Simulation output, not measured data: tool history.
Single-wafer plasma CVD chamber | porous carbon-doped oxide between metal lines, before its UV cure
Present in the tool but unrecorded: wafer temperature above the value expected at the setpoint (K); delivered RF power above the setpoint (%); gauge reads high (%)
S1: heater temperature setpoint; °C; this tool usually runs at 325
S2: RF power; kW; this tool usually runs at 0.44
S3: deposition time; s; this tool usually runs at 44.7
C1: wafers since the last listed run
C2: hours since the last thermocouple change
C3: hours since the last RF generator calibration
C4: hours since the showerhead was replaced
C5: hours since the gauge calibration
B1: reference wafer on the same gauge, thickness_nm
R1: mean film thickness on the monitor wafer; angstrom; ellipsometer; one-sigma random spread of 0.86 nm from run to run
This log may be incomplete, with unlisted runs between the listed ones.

| run | day | S1 | S2 | S3 | C1 | C2 | C3 | C4 | C5 | B1 | R1 |
|---|---|---|---|---|---|---|---|---|---|---|---|
| 1 | 0 | 325 | 0.44 | 44.7 | 0 | 1554.2 | 800.8 | 7472.5 | 778.4 | 210.687 | 1830.89 |
| 2 | 0.942 | 325 | 0.44 | 44.7 | 304 | 1576.8 | 823.4 | 7495.1 | 801 | 211.103 | 1829.95 |
| 3 | 2.188 | 325 | 0.41 | 44.7 | 403 | 1606.7 | 853.3 | 7525 | 830.9 | 210.709 | 1741.43 |
|  | 2.362 | gauge calibrated |
| 4 | 3.017 | 325 | 0.5 | 44.7 | 268 | 1626.6 | 873.2 | 7544.9 | 15.7 | 211.043 | 1954.62 |
| 5 | 3.633 | 325 | 0.5 | 44.7 | 199 | 1641.4 | 888 | 7559.7 | 30.5 | 211.234 | 1962.69 |
| 6 | 4.283 | 325 | 0.44 | 44.7 | 210 | 1657 | 903.6 | 7575.3 | 46.1 | 211.534 | 1843.14 |
| 7 | 4.929 | 325 | 0.44 | 44.7 | 209 | 1672.5 | 919.1 | 7590.8 | 61.6 | 211.308 | 1831.92 |
| 8 | 6.367 | 325 | 0.44 | 44.7 | 465 | 1707 | 953.6 | 7625.3 | 96.1 | 210.841 | 1842.27 |
| 9 | 7.729 | 325 | 0.505 | 44.7 | 441 | 1739.7 | 986.3 | 7658 | 128.8 | 211.103 | 1957.61 |
| 10 | 8.654 | 325 | 0.505 | 44.7 | 299 | 1761.9 | 1008.5 | 7680.2 | 151 | 211.093 | 1956.58 |
| 11 | 10.025 | 325 | 0.44 | 44.7 | 443 | 1794.8 | 1041.4 | 7713.1 | 183.9 | 210.641 | 1826.05 |
|  | 10.429 | thermocouple changed; heater temperature recalibrated |
| 12 | 10.796 | 320 | 0.465 | 37.4 | 141 | 8.8 | 1059.9 | 7731.6 | 202.4 | 211.293 | 1623.37 |
| 13 | 12.117 | 325 | 0.375 | 47.8 | 427 | 40.5 | 1091.6 | 7763.3 | 234.1 | 210.787 | 1790.44 |
| 14 | 13.329 | 325 | 0.44 | 40 | 392 | 69.6 | 1120.7 | 7792.4 | 263.2 | 211.567 | 1647.23 |
|  | 13.946 | RF generator calibrated |
| 15 | 14.504 | 334 | 0.44 | 44.7 | 272 | 97.8 | 13.4 | 7820.6 | 291.4 | 211.053 | 1734.18 |
|  | 15.238 | showerhead replaced |
| 16 | 15.258 | 320 | 0.485 | 44.7 | 136 | 115.9 | 31.5 | 0.5 | 309.5 | 210.694 | 1984.98 |
| 17 | 15.638 | 332 | 0.4 | 39.4 | 122 | 125 | 40.6 | 9.6 | 318.6 | 210.869 | 1478.26 |
| 18 | 16.642 | 325 | 0.44 | 44.7 | 325 | 149.1 | 64.7 | 33.7 | 342.7 | 210.672 | 1819.32 |
| 19 | 17.696 | 325 | 0.44 | 44.7 | 341 | 174.4 | 90 | 59 | 368 | 210.976 | 1831.37 |
| 20 | 18.912 | 314 | 0.44 | 52.6 | 393 | 203.6 | 119.2 | 88.2 | 397.2 | 211.254 | 2287.82 |
| 21 | 19.483 | 332 | 0.415 | 36 | 184 | 217.3 | 132.9 | 101.9 | 410.9 | 210.881 | 1377.22 |
| 22 | 20.333 | 325 | 0.44 | 39.4 | 275 | 237.7 | 153.3 | 122.3 | 431.3 | 210.742 | 1622.41 |
| 23 | 21.438 | 314 | 0.505 | 36.7 | 357 | 264.2 | 179.8 | 148.8 | 457.8 | 210.752 | 1718.29 |
| 24 | 22.388 | 325 | 0.44 | 44.7 | 307 | 287 | 202.6 | 171.6 | 480.6 | 210.832 | 1831.42 |
| 25 | 23.412 | 317 | 0.505 | 44.7 | 331 | 311.6 | 227.2 | 196.2 | 505.2 | 211.525 | 2070.49 |
| 26 | 24.904 | 325 | 0.5 | 44.7 | 482 | 347.4 | 263 | 232 | 541 | 211.14 | 1963.1 |
| 27 | 26.167 | 331 | 0.375 | 44.7 | 408 | 377.7 | 293.3 | 262.3 | 571.3 | 211.071 | 1620.01 |
| 28 | 30.562 | 320 | 0.44 | 41 | 1423 | 483.2 | 398.8 | 367.8 | 676.8 | 211.025 | 1730.1 |
| 29 | 31.908 | 334 | 0.395 | 44.7 | 435 | 515.5 | 431.1 | 400.1 | 709.1 | 211.66 | 1630.94 |
| 30 | 33.375 | 325 | 0.49 | 38.6 | 474 | 550.7 | 466.3 | 435.3 | 744.3 | 210.96 | 1673.91 |
| 31 | 34.233 | 325 | 0.44 | 44.7 | 277 | 571.3 | 486.9 | 455.9 | 764.9 | 210.925 | 1835.42 |
| 32 | 35.692 | 315 | 0.525 | 48.7 | 472 | 606.3 | 521.9 | 490.9 | 799.9 | 211.108 | 2321.22 |
| 33 | 36.304 | 325 | 0.505 | 44.7 | 198 | 621 | 536.6 | 505.6 | 814.6 | 211.247 | 1966.56 |

Alternative continuations, all from the tool just after run 33; predict every row:
| A | 36.321 | 325 | 0.51 | 44.7 | 5 | 621.4 | 537 | 506 | 815 | ? | ? |
| B | 36.321 | 311 | 0.44 | 51.5 | 5 | 621.4 | 537 | 506 | 815 | ? | ? |
| C | 36.321 | 313 | 0.51 | 48.2 | 5 | 621.4 | 537 | 506 | 815 | ? | ? |
| D | 36.321 | 335 | 0.44 | 39.3 | 5 | 621.4 | 537 | 506 | 815 | ? | ? |
| E | 36.321 | 339 | 0.495 | 44.7 | 5 | 621.4 | 537 | 506 | 815 | ? | ? |

| run | B1 | R1 |
|---|---|---|
| A | 210.563 | 1981.46 |
| B | 210.563 | 2281.31 |
| C | 210.563 | 2287.17 |
| D | 210.563 | 1530.07 |
| E | 210.563 | 1812.51 |
Take away the tool's hidden state, keep each run's random variation, and the runs would have read:
| run | R1 |
|---|---|
| A | 1981.46 |
| B | 2281.31 |
| C | 2287.17 |
| D | 1530.07 |
| E | 1812.51 |

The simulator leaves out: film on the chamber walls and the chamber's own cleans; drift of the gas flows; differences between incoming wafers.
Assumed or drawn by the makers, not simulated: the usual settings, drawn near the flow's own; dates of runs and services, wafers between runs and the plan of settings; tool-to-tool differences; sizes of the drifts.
